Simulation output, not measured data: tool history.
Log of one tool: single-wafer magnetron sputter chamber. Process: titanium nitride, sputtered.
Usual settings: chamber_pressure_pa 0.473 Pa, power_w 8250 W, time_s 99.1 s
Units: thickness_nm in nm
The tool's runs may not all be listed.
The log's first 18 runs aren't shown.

run     day  chamber_pressure_pa  power_w  time_s  wafers since the last listed run  wafers on the sputter target  hours since the last manometer calibration  hours since the magnet pack was replaced  hours since the gauge calibration  read-back reference wafer on the same gauge, thickness_nm  thickness_nm
 19  35.008                0.329     7500   109.1                               397                          4338                                       312.1                                   10452.9                             2204.5                                                    115.969       143.870
     41.988  -- sputter target and shields replaced
 20  42.338                0.473     8250    99.1                              2418                           120                                       488.0                                   10628.8                             2380.4                                                    115.982       137.914
 21  44.671                0.333     8250   106.1                               806                           927                                       544.0                                   10684.8                             2436.4                                                    116.004       155.610
     45.788  -- gauge calibrated
 22  46.300                0.473     8250    99.1                               563                          1490                                       583.1                                   10723.9                               12.3                                                    115.951       135.550
 23  48.254                0.473     8250    99.1                               675                          2166                                       630.0                                   10770.8                               59.2                                                    115.991       135.483
     49.208  -- magnet pack replaced
 24  49.388                0.473     6600    99.1                               276                          2442                                       657.2                                       4.3                               86.4                                                    116.003       108.385
 25  54.412                0.521     9250    86.0                              1737                          4180                                       777.8                                     124.9                              207.0                                                    116.024       128.820
 26  56.142                0.473     8250   106.9                               597                          4778                                       819.3                                     166.4                              248.5                                                    115.980       145.866
 27  57.750                0.630     8850    99.1                               556                          5334                                       857.9                                     205.0                              287.1                                                    115.978       135.382
     60.604  -- sputter target and shields replaced
 28  60.625                0.473     7150    93.9                               878                             6                                       926.9                                     274.0                              356.1                                                    116.072       112.382
 29  65.050                0.563     8250    83.6                              1529                          1536                                      1033.1                                     380.2                              462.3                                                    115.921       110.760
 30  66.079                0.473     7250   104.6                               355                          1892                                      1057.8                                     404.9                              487.0                                                    115.929       126.306
 31  68.562                0.473     8250   117.7                               858                          2751                                      1117.4                                     464.5                              546.6                                                    115.931       159.562
 32  70.017                0.349     6700    83.6                               502                          3253                                      1152.3                                     499.4                              581.5                                                    115.993        96.916
 33  72.088                0.341     7450    81.6                               715                          3969                                      1202.0                                     549.1                              631.2                                                    115.962       106.077

Forecast each of these 5 alternatives for the next run:
  A  72.104                0.473     8250    99.1                                 5                          3975                                      1202.4                                     549.5                              631.6                                                          ?             ?
  B  72.104                0.473     8250   106.8                                 5                          3975                                      1202.4                                     549.5                              631.6                                                          ?             ?
  C  72.104                0.473     6300   110.9                                 5                          3975                                      1202.4                                     549.5                              631.6                                                          ?             ?
  D  72.104                0.348     8750   113.9                                 5                          3975                                      1202.4                                     549.5                              631.6                                                          ?             ?
  E  72.104                0.310     9350    99.1                                 5                          3975                                      1202.4                                     549.5                              631.6                                                          ?             ?

run  read-back reference wafer on the same gauge, thickness_nm  thickness_nm
  A                                                    116.024       135.080
  B                                                    116.024       145.576
  C                                                    116.024       115.434
  D                                                    116.024       173.416
  E                                                    116.024       163.820
Without the tool's hidden state the same runs would have given:
run  thickness_nm
  A       137.716
  B       148.416
  C       117.687
  D       176.800
  E       167.017

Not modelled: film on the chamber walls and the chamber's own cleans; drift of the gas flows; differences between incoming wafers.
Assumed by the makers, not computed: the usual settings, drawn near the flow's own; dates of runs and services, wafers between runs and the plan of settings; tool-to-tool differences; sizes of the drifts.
